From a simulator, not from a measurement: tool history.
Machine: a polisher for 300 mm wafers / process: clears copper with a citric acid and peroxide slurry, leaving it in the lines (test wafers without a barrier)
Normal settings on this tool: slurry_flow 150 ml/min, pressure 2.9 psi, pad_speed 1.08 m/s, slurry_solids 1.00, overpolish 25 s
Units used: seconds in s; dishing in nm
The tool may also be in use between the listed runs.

| run | day | slurry_flow | pressure | pad_speed | slurry_solids | overpolish | wafers since the last listed run | wafers polished on this pad | hours since the slurry nozzle was cleaned | hours since the head pressure was calibrated | hours since the slurry blender was calibrated | incoming thickness of the incoming film, nm | seconds | dishing |
|---|---|---|---|---|---|---|---|---|---|---|---|---|---|---|
| 1 | 0.000 | 150 | 2.9 | 1.08 | 1.00 | 32 | 0 | 1924 | 137.0 | 233.6 | 439.5 | 215.2 | 85.3 | 51.5 |
|  | 3.125 | slurry blender recalibrated |
|  | 4.471 | worn pad replaced by a new one |
| 2 | 4.933 | 150 | 2.2 | 1.08 | 1.00 | 25 | 751 | 74 | 255.4 | 352.0 | 43.4 | 218.8 | 117.4 | 33.2 |
| 3 | 6.492 | 150 | 2.2 | 1.08 | 1.00 | 25 | 250 | 324 | 292.8 | 389.4 | 80.8 | 214.0 | 114.3 | 32.7 |
| 4 | 8.054 | 150 | 2.9 | 1.08 | 1.00 | 25 | 250 | 575 | 330.3 | 426.9 | 118.3 | 214.1 | 87.7 | 42.1 |
| 5 | 18.062 | 150 | 2.9 | 1.08 | 1.00 | 25 | 1606 | 2181 | 570.5 | 667.1 | 358.5 | 213.0 | 87.1 | 40.6 |
|  | 18.233 | worn pad replaced by a new one |
|  | 20.008 | slurry blender recalibrated |
| 6 | 20.029 | 175 | 2.9 | 1.38 | 1.00 | 25 | 275 | 275 | 617.7 | 714.3 | 0.5 | 215.2 | 68.9 | 49.8 |
| 7 | 23.279 | 175 | 2.9 | 1.38 | 1.00 | 25 | 521 | 796 | 695.7 | 792.3 | 78.5 | 216.0 | 71.4 | 50.1 |
|  | 24.158 | head pressure recalibrated |
| 8 | 27.671 | 150 | 2.9 | 1.08 | 1.00 | 25 | 691 | 1488 | 801.1 | 84.3 | 183.9 | 216.1 | 98.9 | 37.7 |
|  | 29.096 | slurry nozzle cleaned |
| 9 | 29.612 | 150 | 2.9 | 1.08 | 1.00 | 25 | 304 | 1793 | 12.4 | 130.9 | 230.5 | 213.2 | 97.2 | 36.5 |
|  | 31.250 | worn pad replaced by a new one |
| 10 | 31.900 | 150 | 2.9 | 1.08 | 1.00 | 25 | 340 | 104 | 67.3 | 185.8 | 285.4 | 216.1 | 96.8 | 37.3 |
|  | 34.058 | head pressure recalibrated, repeated, since the last time left the tool worse |
| 11 | 35.312 | 150 | 2.9 | 1.08 | 1.00 | 25 | 534 | 638 | 149.2 | 30.1 | 367.3 | 216.9 | 88.8 | 41.1 |
|  | 37.971 | slurry blender recalibrated |
| 12 | 39.525 | 150 | 2.9 | 1.08 | 1.00 | 25 | 662 | 1301 | 250.3 | 131.2 | 37.3 | 215.3 | 89.7 | 41.0 |
| 13 | 41.383 | 150 | 2.9 | 1.08 | 1.00 | 25 | 298 | 1599 | 294.9 | 175.8 | 81.9 | 214.7 | 85.3 | 41.4 |
| 14 | 43.225 | 150 | 2.9 | 0.86 | 1.20 | 25 | 295 | 1895 | 339.1 | 220.0 | 126.1 | 212.7 | 103.7 | 36.3 |
| 15 | 44.908 | 150 | 2.9 | 1.08 | 1.00 | 25 | 270 | 2165 | 379.5 | 260.4 | 166.5 | 216.7 | 90.1 | 40.9 |
| 16 | 46.696 | 150 | 2.9 | 1.08 | 1.00 | 30 | 286 | 2452 | 422.4 | 303.3 | 209.4 | 217.7 | 90.5 | 47.6 |
|  | 47.625 | worn pad replaced by a new one |
| 17 | 48.842 | 165 | 2.9 | 0.80 | 1.00 | 25 | 317 | 195 | 473.9 | 354.8 | 260.9 | 212.2 | 115.8 | 32.6 |
| 18 | 50.817 | 150 | 2.9 | 1.08 | 1.00 | 25 | 317 | 512 | 521.3 | 402.2 | 308.3 | 214.3 | 92.3 | 40.5 |
| 19 | 53.046 | 150 | 2.9 | 1.08 | 1.00 | 25 | 357 | 869 | 574.8 | 455.7 | 361.8 | 214.6 | 89.8 | 39.5 |
| 20 | 55.996 | 150 | 3.9 | 1.08 | 1.00 | 35 | 473 | 1343 | 645.6 | 526.5 | 432.6 | 211.1 | 67.9 | 66.1 |
|  | 56.067 | slurry nozzle cleaned |
| 21 | 57.667 | 115 | 2.9 | 1.08 | 1.00 | 32 | 261 | 1604 | 38.4 | 566.6 | 472.7 | 214.4 | 98.1 | 47.0 |
|  | 59.854 | slurry blender recalibrated |
| 22 | 60.983 | 150 | 2.9 | 1.08 | 1.00 | 25 | 519 | 2123 | 118.0 | 646.2 | 27.1 | 214.8 | 96.7 | 40.2 |
|  | 62.458 | worn pad replaced by a new one |
| 23 | 63.658 | 190 | 3.4 | 0.96 | 1.00 | 25 | 402 | 192 | 182.2 | 710.4 | 91.3 | 213.9 | 85.2 | 41.5 |
| 24 | 67.550 | 135 | 2.0 | 1.30 | 1.00 | 36 | 624 | 817 | 275.6 | 803.8 | 184.7 | 213.3 | 117.8 | 43.7 |
| 25 | 71.612 | 130 | 2.9 | 1.44 | 0.75 | 37 | 652 | 1469 | 373.1 | 901.3 | 282.2 | 213.5 | 81.4 | 58.8 |
| 26 | 74.200 | 105 | 2.9 | 0.98 | 1.00 | 25 | 415 | 1884 | 435.2 | 963.4 | 344.3 | 214.4 | 120.1 | 31.9 |

Measured minus without-hidden-state, run by run (identical run-to-run variation in each term; gauge scatter may differ):
Hidden conditions of the tool in this case: removal rate lost through wear of the pad, %; slurry flow missing at the pad, %; deviation of the head's pressure from its setpoint, %; abrasive missing from the slurry, %.
| run | seconds | dishing |
|---|---|---|
| 1 | +0.5 | -0.3 |
| 2 | +1.7 | -0.4 |
| 3 | +2.0 | -0.5 |
| 4 | +1.8 | -0.8 |
| 5 | +4.6 | -2.0 |
| 6 | +4.2 | -2.7 |
| 7 | +5.4 | -3.5 |
| 8 | +13.3 | -5.3 |
| 9 | +13.2 | -5.1 |
| 10 | +13.4 | -5.3 |
| 11 | +2.7 | -1.1 |
| 12 | +2.9 | -1.2 |
| 13 | +2.9 | -1.3 |
| 14 | +3.7 | -1.2 |
| 15 | +3.4 | -1.4 |
| 16 | +3.7 | -1.8 |
| 17 | +5.1 | -1.4 |
| 18 | +4.5 | -1.9 |
| 19 | +4.9 | -2.0 |
| 20 | +4.3 | -3.6 |
| 21 | +6.7 | -3.0 |
| 22 | +7.8 | -3.1 |
| 23 | +7.7 | -3.7 |
| 24 | +12.6 | -4.5 |
| 25 | +10.3 | -7.1 |
| 26 | +16.8 | -4.7 |
